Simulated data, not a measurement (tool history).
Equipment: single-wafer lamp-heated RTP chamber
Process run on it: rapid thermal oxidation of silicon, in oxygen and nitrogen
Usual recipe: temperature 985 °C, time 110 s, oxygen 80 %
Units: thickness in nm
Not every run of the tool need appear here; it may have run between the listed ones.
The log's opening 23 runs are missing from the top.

run	day	temperature	time	oxygen	read-back reference wafer on the same gauge, thickness	thickness
# day 44.979: gauge calibrated
24	45.65	985	145	98	7.541	8.791
# day 46.038: pyrometer window cleaned and pyrometer calibrated
25	47.312	985	110	80	7.541	7.156
26	49.679	995	137	96	7.537	9.06
27	52.45	985	110	80	7.54	7.144
28	55.204	1011	135	57	7.538	8.443
29	57.146	985	110	80	7.539	7.159
30	58.833	985	110	80	7.537	7.193
31	60.042	985	71	98	7.539	6.362
32	61.183	1006	110	50	7.54	7.123
33	63.121	985	68	80	7.536	5.841
# day 65.092: pyrometer window cleaned and pyrometer calibrated
34	65.767	985	82	80	7.536	6.259

Predict the results of run 35:
35	67.083	1014	155	61	?	?

Run 35 produced read-back reference wafer on the same gauge, thickness 7.538, thickness 9.403 nm.
Were there no unlogged condition in the tool, this run, its random variation unchanged, would have produced thickness 9.394 nm.

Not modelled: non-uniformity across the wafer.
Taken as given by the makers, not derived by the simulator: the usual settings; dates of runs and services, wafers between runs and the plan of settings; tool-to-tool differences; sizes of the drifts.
